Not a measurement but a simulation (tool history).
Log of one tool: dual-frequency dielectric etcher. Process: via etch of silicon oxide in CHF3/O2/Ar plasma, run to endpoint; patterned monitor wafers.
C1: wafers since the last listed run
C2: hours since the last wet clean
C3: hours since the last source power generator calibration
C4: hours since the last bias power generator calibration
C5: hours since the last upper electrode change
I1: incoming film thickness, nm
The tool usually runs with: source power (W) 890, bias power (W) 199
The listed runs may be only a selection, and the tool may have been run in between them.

Run 1, day 0: usual settings but source power (W) 800, bias power (W) 170; C1 0; C2 629.8; C3 1163.6; C4 3519.1; C5 2956.2; I1 614.2. Result: endpoint time (s) 287.6.
Run 2, day 1.833: usual settings but source power (W) 800, bias power (W) 170; C1 148; C2 673.8; C3 1207.6; C4 3563.1; C5 3000.2; I1 611.4. Result: endpoint time (s) 282.5.
At day 3.075: wet clean of the chamber.
Run 3, day 4.025: usual settings; C1 96; C2 22.8; C3 1260.2; C4 3615.7; C5 3052.8; I1 610. Result: endpoint time (s) 256.6.
Run 4, day 7.904: usual settings; C1 313; C2 115.9; C3 1353.3; C4 3708.8; C5 3145.9; I1 611.9. Result: endpoint time (s) 256.3.
Run 5, day 10.871: usual settings; C1 239; C2 187.1; C3 1424.5; C4 3780; C5 3217.1; I1 609.8. Result: endpoint time (s) 252.4.
Run 6, day 13.979: usual settings; C1 251; C2 261.7; C3 1499.1; C4 3854.6; C5 3291.7; I1 609.4. Result: endpoint time (s) 250.2.
Run 7, day 17.596: usual settings but bias power (W) 219; C1 292; C2 348.5; C3 1585.9; C4 3941.4; C5 3378.5; I1 613.1. Result: endpoint time (s) 235.2.
Run 8, day 20.879: usual settings but source power (W) 1020; C1 265; C2 427.3; C3 1664.7; C4 4020.2; C5 3457.3; I1 612.1. Result: endpoint time (s) 233.8.
Run 9, day 23.846: usual settings but source power (W) 1020; C1 239; C2 498.5; C3 1735.9; C4 4091.4; C5 3528.5; I1 611.8. Result: endpoint time (s) 231.
Run 10, day 26.7: usual settings but source power (W) 1020; C1 230; C2 567; C3 1804.4; C4 4159.9; C5 3597; I1 609.3. Result: endpoint time (s) 230.
Run 11, day 28.221: usual settings but source power (W) 1030, bias power (W) 231; C1 122; C2 603.5; C3 1840.9; C4 4196.4; C5 3633.5; I1 616.5. Result: endpoint time (s) 210.7.
Run 12, day 30.667: usual settings but bias power (W) 222; C1 197; C2 662.2; C3 1899.6; C4 4255.1; C5 3692.2; I1 608.6. Result: endpoint time (s) 232.8.
At day 34.579: upper electrode replaced.
Run 13, day 34.6: usual settings; C1 236; C2 756.6; C3 1994; C4 4349.5; C5 0.5; I1 608.9. Result: endpoint time (s) 239.
At day 36.971: wet clean of the chamber.
Run 14, day 38.046: usual settings but source power (W) 1090, bias power (W) 225; C1 197; C2 25.8; C3 2076.7; C4 4432.2; C5 83.2; I1 608.5. Result: endpoint time (s) 216.7.
Run 15, day 42.508: usual settings but source power (W) 740, bias power (W) 176; C1 360; C2 132.9; C3 2183.8; C4 4539.3; C5 190.3; I1 604.7. Result: endpoint time (s) 295.2.
Run 16, day 51.379: usual settings; C1 716; C2 345.8; C3 2396.7; C4 4752.2; C5 403.2; I1 610.4. Result: endpoint time (s) 253.
Run 17, day 54.183: usual settings but bias power (W) 173; C1 226; C2 413.1; C3 2464; C4 4819.5; C5 470.5; I1 607.9. Result: endpoint time (s) 264.8.
Run 18, day 55.688: usual settings but source power (W) 710, bias power (W) 163; C1 121; C2 449.2; C3 2500.1; C4 4855.6; C5 506.6; I1 609.8. Result: endpoint time (s) 311.4.
Run 19, day 57.412: usual settings but source power (W) 690, bias power (W) 162; C1 139; C2 490.6; C3 2541.5; C4 4897; C5 548; I1 611.7. Result: endpoint time (s) 318.5.
At day 61.796: source power generator calibrated.
Run 20, day 61.817: usual settings but source power (W) 830, bias power (W) 243; C1 342; C2 596.3; C3 0.5; C4 5002.7; C5 653.7; I1 611.9. Result: endpoint time (s) 228.5.
Run 21, day 64.471: usual settings but source power (W) 820, bias power (W) 222; C1 214; C2 660; C3 64.2; C4 5066.4; C5 717.4; I1 610.3. Result: endpoint time (s) 240.
At day 67.671: bias power generator calibrated.
Run 22, day 67.888: usual settings but source power (W) 740, bias power (W) 217; C1 262; C2 742; C3 146.2; C4 5.2; C5 799.4; I1 614.2. Result: endpoint time (s) 257.8.
At day 71.346: wet clean of the chamber.
Run 23, day 71.367: usual settings but source power (W) 820, bias power (W) 158; C1 200; C2 0.5; C3 229.7; C4 88.7; C5 882.9; I1 613. Result: endpoint time (s) 310.
Run 24, day 74.725: usual settings but source power (W) 760, bias power (W) 234; C1 271; C2 81.1; C3 310.3; C4 169.3; C5 963.5; I1 612.1. Result: endpoint time (s) 258.8.
Run 25, day 78.088: usual settings but source power (W) 730, bias power (W) 165; C1 271; C2 161.8; C3 391; C4 250; C5 1044.2; I1 619.3. Result: endpoint time (s) 318.4.
Run 26, day 81.279: usual settings but source power (W) 1020; C1 257; C2 238.4; C3 467.6; C4 326.6; C5 1120.8; I1 608.7. Result: endpoint time (s) 239.6.
Run 27, day 83.458: usual settings but source power (W) 970, bias power (W) 221; C1 176; C2 290.7; C3 519.9; C4 378.9; C5 1173.1; I1 608.5. Result: endpoint time (s) 227.9.
Run 28, day 87.829: usual settings but source power (W) 1020, bias power (W) 216; C1 353; C2 395.6; C3 624.8; C4 483.8; C5 1278; I1 613.4. Result: endpoint time (s) 228.4.
Run 29, day 94.4: usual settings but source power (W) 760, bias power (W) 185; C1 530; C2 553.3; C3 782.5; C4 641.5; C5 1435.7; I1 612.5. Result: endpoint time (s) 281.7.
Run 30, day 96.588: usual settings but source power (W) 790; C1 176; C2 605.8; C3 835; C4 694; C5 1488.2; I1 613.6. Result: endpoint time (s) 260.7.
Run 31, day 98.592: usual settings but source power (W) 800, bias power (W) 181; C1 161; C2 653.9; C3 883.1; C4 742.1; C5 1536.3; I1 608.8. Result: endpoint time (s) 271.8.
Run 32, day 101.246: usual settings; C1 214; C2 717.6; C3 946.8; C4 805.8; C5 1600; I1 610.6. Result: endpoint time (s) 246.5.
At day 104.508: wet clean of the chamber.
Run 33, day 104.529: usual settings but source power (W) 950; C1 184; C2 0.5; C3 1025.6; C4 884.6; C5 1678.8; I1 614.1. Result: endpoint time (s) 247.1.
Run 34, day 115.842: usual settings but source power (W) 970, bias power (W) 221; C1 913; C2 272; C3 1297.1; C4 1156.1; C5 1950.3; I1 608.6. Result: endpoint time (s) 227.2.

Forecast each of these 5 alternatives for the next run:
Run A, day 115.862: usual settings but source power (W) 1040; C1 1; C2 272.5; C3 1297.6; C4 1156.6; C5 1950.8; I1 614.2. Result: endpoint time (s) ?.
Run B, day 115.862: usual settings but source power (W) 970, bias power (W) 181; C1 1; C2 272.5; C3 1297.6; C4 1156.6; C5 1950.8; I1 614.2. Result: endpoint time (s) ?.
Run C, day 115.862: usual settings but source power (W) 800, bias power (W) 158; C1 1; C2 272.5; C3 1297.6; C4 1156.6; C5 1950.8; I1 614.2. Result: endpoint time (s) ?.
Run D, day 115.862: usual settings but source power (W) 800, bias power (W) 161; C1 1; C2 272.5; C3 1297.6; C4 1156.6; C5 1950.8; I1 614.2. Result: endpoint time (s) ?.
Run E, day 115.862: usual settings but source power (W) 1100, bias power (W) 217; C1 1; C2 272.5; C3 1297.6; C4 1156.6; C5 1950.8; I1 614.2. Result: endpoint time (s) ?.

run  endpoint time (s)
  A              233.9
  B              254.4
  C              302.7
  D              299.4
  E              217.7
With the hidden condition removed and each run's random variation left untouched, the same runs would have given:
run  endpoint time (s)
  A              237.7
  B              258.6
  C              307.7
  D              304.3
  E              221.3
